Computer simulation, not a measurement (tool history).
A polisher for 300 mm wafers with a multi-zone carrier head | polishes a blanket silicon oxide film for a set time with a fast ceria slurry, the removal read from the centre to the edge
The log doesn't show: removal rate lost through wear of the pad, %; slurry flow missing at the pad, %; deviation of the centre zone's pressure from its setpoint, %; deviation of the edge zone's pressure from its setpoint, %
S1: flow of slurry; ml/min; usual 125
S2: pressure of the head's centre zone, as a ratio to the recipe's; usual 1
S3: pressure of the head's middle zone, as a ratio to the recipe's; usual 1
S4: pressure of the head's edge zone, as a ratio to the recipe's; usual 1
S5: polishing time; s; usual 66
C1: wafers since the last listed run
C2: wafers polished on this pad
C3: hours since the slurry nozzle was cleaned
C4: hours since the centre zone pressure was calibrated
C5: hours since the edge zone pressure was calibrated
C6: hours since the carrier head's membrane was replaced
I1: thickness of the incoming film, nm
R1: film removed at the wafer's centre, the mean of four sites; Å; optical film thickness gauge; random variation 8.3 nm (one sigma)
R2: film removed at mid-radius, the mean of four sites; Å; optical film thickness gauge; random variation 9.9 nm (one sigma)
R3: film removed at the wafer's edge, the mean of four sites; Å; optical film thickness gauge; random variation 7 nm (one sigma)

run     day   S1    S2    S3    S4  S5   C1   C2     C3     C4     C5      C6      I1    R1    R2    R3
  1       0  125     1     1     1  66    0  618  852.1  327.2  390.8   765.4  2447.2  6217  6624  7213
  2   0.742  125     1     1     1  66   95  713  869.9    345  408.6   783.2  2431.6  6056  6812  7091
      1.912  -- slurry nozzle cleaned
      2.125  -- worn pad replaced by a new one
  3   2.146  125     1     1     1  66  153    2    5.6  378.7  442.3   816.9  2422.7  6984  7721  7777
  4   2.646  125     1     1     1  66   64   67   17.6  390.7  454.3   828.9  2416.5  7103  7537  7844
  5   3.838  125     1     1     1  66  153  220   46.2  419.3  482.9   857.5  2389.4  7035  7691  7820
  6   5.304  125     1     1     1  75  188  409   81.4  454.5  518.1   892.7    2435  7898  8718  8977
  7   6.267  125     1     1     1  66  123  532  104.5  477.6  541.2   915.8  2443.8  6849  7705  7930
  8   7.146  125  1.06  1.08     1  47  113  646  125.6  498.7  562.3   936.9  2451.5  5157  5842  5553
  9   8.617  125     1     1     1  66  189  835  160.9    534  597.6   972.2  2435.3  6731  7640  7822
 10   9.775  125  1.07     1  0.95  66  149  984  188.7  561.8  625.4    1000  2427.3  7290  7665  7717
     10.779  -- worn pad replaced by a new one
 11    10.8  125     1     1     1  66  110    2  213.3  586.4    650  1024.6  2415.7  6608  7705  7973
 12    11.8  125     1  0.92     1  66  128  131  237.3  610.4    674  1048.6  2480.5  6414  7314  7884
     12.121  -- centre zone pressure recalibrated
 13  14.817  140     1     1  0.92  72  377  508  309.7   64.7  746.4    1121  2406.6  8320  8540  8393
     15.942  -- carrier head's membrane replaced by a new one
 14  16.225  145  1.06  1.07     1  49  154  663  343.5   98.5  780.2     6.8  2455.3  6004  6279  5918
       16.5  -- edge zone pressure recalibrated
 15  17.717  125  0.89   1.1     1  66  181  844  379.3  134.3   29.2    42.6  2409.1  6568  8169  7824
 16  18.562  125     1     1     1  66  108  953  399.6  154.6   49.5    62.9  2411.6  7305  7394  7797
     18.825  -- worn pad replaced by a new one
 17  19.904  125     1     1     1  45  151  138  431.8  186.8   81.7    95.1  2400.7  4901  5135  5299
 18  21.367  150     1     1     1  66  188  327  466.9  221.9  116.8   130.2  2429.4  7682  7951  8069
 19  22.354  125     1  0.95     1  66  127  454  490.6  245.6  140.5   153.9  2406.3  7128  6987  7641
 20  23.038   90  1.04  0.91     1  87   87  542    507    262  156.9   170.3  2442.9  8659  8071  9302
 21  24.462  125     1     1  0.97  66  183  725  541.2  296.2  191.1   204.5  2421.2  7036  7408  7555
 22   25.75  110     1   0.9  0.88  66  165  891  572.1  327.1    222   235.4  2407.4  6600  6497  7071
      26.05  -- worn pad replaced by a new one
 23  26.588  125     1     1     1  66   86   69  592.2  347.2  242.1   255.5  2402.1  6921  7290  7643

Forecast each of these 3 alternatives for the next run:
  A  26.604  125     1   1  1.05  66   2  71  592.6  347.6  242.5  255.9  2416.6   ?   ?   ?
  B  26.604   80  1.04   1     1  58   2  71  592.6  347.6  242.5  255.9  2416.6   ?   ?   ?
  C  26.604  125  1.05   1     1  66   2  71  592.6  347.6  242.5  255.9  2416.6   ?   ?   ?

run    R1    R2    R3
  A  6904  7139  7895
  B  5139  5268  6063
  C  7253  7137  7715
Without the tool's hidden state the same runs would have given:
run    R1    R2    R3
  A  7561  7495  8166
  B  5838  5694  6363
  C  7942  7494  7980

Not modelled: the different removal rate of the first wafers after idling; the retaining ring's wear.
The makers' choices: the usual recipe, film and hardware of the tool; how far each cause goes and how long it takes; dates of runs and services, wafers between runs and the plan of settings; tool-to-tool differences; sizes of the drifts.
